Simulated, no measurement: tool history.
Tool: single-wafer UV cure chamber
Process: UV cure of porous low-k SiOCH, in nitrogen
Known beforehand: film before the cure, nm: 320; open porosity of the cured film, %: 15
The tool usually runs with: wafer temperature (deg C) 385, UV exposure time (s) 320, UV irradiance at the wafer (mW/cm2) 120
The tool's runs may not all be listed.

| run | hour | wafer temperature (deg C) | UV exposure time (s) | UV irradiance at the wafer (mW/cm2) | loss of film thickness in the cure (%) |
|---|---|---|---|---|---|
| 1 | 0 | 385 | 320 | 128 | 10.599 |
| 2 | 32.7 | 385 | 320 | 128 | 10.62 |
| 3 | 57.1 | 385 | 320 | 128 | 10.349 |
| 4 | 75.4 | 385 | 320 | 120 | 10.248 |
| 5 | 145.5 | 385 | 320 | 120 | 10.156 |
| 6 | 176.4 | 385 | 320 | 120 | 9.963 |
| 7 | 211.9 | 385 | 320 | 120 | 9.96 |
| 8 | 232.1 | 385 | 320 | 120 | 9.763 |
| 9 | 263.9 | 392 | 510 | 120 | 11.895 |
| 10 | 347.2 | 385 | 185 | 109 | 9.416 |
| 11 | 359.3 | 377 | 455 | 159 | 14.799 |
| 12 | 387.2 | 403 | 320 | 120 | 12.607 |
| 13 | 398.2 | 372 | 245 | 120 | 10.854 |
| 14 | 426.4 | 379 | 195 | 120 | 9.881 |
| 15 | 448.8 | 385 | 320 | 120 | 12.109 |
| 16 | 471.4 | 372 | 245 | 120 | 10.841 |
| 17 | 496 | 394 | 465 | 92 | 12.777 |

Not shown here: 2 entries made in the log between runs. Locate each between two listed runs and compare the hidden state at the listed run before it with the hidden state at the listed run after it:
After run 9, before run 10: UV bulbs replaced (hour 287.2)
  lamp output below its setpoint, %: 42.9 -> 0.0695
  difference, measured minus the result without the unlogged condition, loss of film thickness in the cure (%): -2.463 -> -0.003
After run 11, before run 12: quartz window cleaned (hour 386.7)
  lamp output below its setpoint, %: 0.0896 -> 0.15
  difference, measured minus the result without the unlogged condition, loss of film thickness in the cure (%): -0.004 -> -0.007

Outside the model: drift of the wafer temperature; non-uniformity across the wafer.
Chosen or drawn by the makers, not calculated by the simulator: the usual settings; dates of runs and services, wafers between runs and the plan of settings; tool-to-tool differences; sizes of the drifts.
